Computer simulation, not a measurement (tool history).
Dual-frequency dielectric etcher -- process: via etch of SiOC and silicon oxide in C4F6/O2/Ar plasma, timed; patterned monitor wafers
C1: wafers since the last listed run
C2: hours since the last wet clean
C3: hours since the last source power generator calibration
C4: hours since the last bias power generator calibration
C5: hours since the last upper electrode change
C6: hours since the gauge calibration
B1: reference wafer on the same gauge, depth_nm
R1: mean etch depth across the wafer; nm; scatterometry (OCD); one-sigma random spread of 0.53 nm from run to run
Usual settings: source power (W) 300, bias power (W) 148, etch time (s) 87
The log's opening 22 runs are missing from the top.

{"run": 23, "hour": 1192.5, "source power (W)": 300, "bias power (W)": 120, "etch time (s)": 95.5, "C1": 475, "C2": 99.1, "C3": 757.1, "C4": 327.5, "C5": 838.2, "C6": 263.5, "B1": 76.1, "R1": 81.9}
{"run": 24, "hour": 1239.6, "source power (W)": 270, "bias power (W)": 128, "etch time (s)": 99, "C1": 708, "C2": 146.2, "C3": 804.2, "C4": 374.6, "C5": 885.3, "C6": 310.6, "B1": 76, "R1": 84.2}
{"run": 25, "hour": 1361.2, "source power (W)": 240, "bias power (W)": 175, "etch time (s)": 76, "C1": 1828, "C2": 267.8, "C3": 925.8, "C4": 496.2, "C5": 1006.9, "C6": 432.2, "B1": 76.1, "R1": 70.1}
{"run": 26, "hour": 1428.5, "source power (W)": 240, "bias power (W)": 170, "etch time (s)": 80, "C1": 1012, "C2": 335.1, "C3": 993.1, "C4": 563.5, "C5": 1074.2, "C6": 499.5, "B1": 76, "R1": 72}
{"run": 27, "hour": 1464.4, "source power (W)": 240, "bias power (W)": 179, "etch time (s)": 100.5, "C1": 539, "C2": 371, "C3": 1029, "C4": 599.4, "C5": 1110.1, "C6": 535.4, "B1": 75.9, "R1": 92.1}
{"run": 28, "hour": 1492.2, "source power (W)": 300, "bias power (W)": 148, "etch time (s)": 101, "C1": 418, "C2": 398.8, "C3": 1056.8, "C4": 627.2, "C5": 1137.9, "C6": 563.2, "B1": 76.1, "R1": 92.1}
{"run": 29, "hour": 1554.6, "source power (W)": 320, "bias power (W)": 166, "etch time (s)": 87, "C1": 938, "C2": 461.2, "C3": 1119.2, "C4": 689.6, "C5": 1200.3, "C6": 625.6, "B1": 75.9, "R1": 83.2}
{"run": 30, "hour": 1601.6, "source power (W)": 360, "bias power (W)": 163, "etch time (s)": 64, "C1": 706, "C2": 508.2, "C3": 1166.2, "C4": 736.6, "C5": 1247.3, "C6": 672.6, "B1": 76, "R1": 61.8}
{"hour": 1647.7, "done": "wet clean of the chamber"}
{"run": 31, "hour": 1665.7, "source power (W)": 350, "bias power (W)": 124, "etch time (s)": 66, "C1": 603, "C2": 18, "C3": 1230.3, "C4": 800.7, "C5": 1311.4, "C6": 736.7, "B1": 75.9, "R1": 60.4}

What if the next run were any one of these 3? Each begins from the tool's condition after run 31:
{"run": "A", "hour": 1666.1, "source power (W)": 260, "bias power (W)": 148, "etch time (s)": 87, "C1": 6, "C2": 18.4, "C3": 1230.7, "C4": 801.1, "C5": 1311.8, "C6": 737.1, "B1": "?", "R1": "?"}
{"run": "B", "hour": 1666.1, "source power (W)": 300, "bias power (W)": 163, "etch time (s)": 105, "C1": 6, "C2": 18.4, "C3": 1230.7, "C4": 801.1, "C5": 1311.8, "C6": 737.1, "B1": "?", "R1": "?"}
{"run": "C", "hour": 1666.1, "source power (W)": 300, "bias power (W)": 148, "etch time (s)": 107, "C1": 6, "C2": 18.4, "C3": 1230.7, "C4": 801.1, "C5": 1311.8, "C6": 737.1, "B1": "?", "R1": "?"}

run=A B1=76.1 R1=79.4
run=B B1=76.1 R1=103.1
run=C B1=76.1 R1=101.4
What these runs would have given with no unlogged condition in the tool:
run=A R1=79.8
run=B R1=103.6
run=C R1=101.8
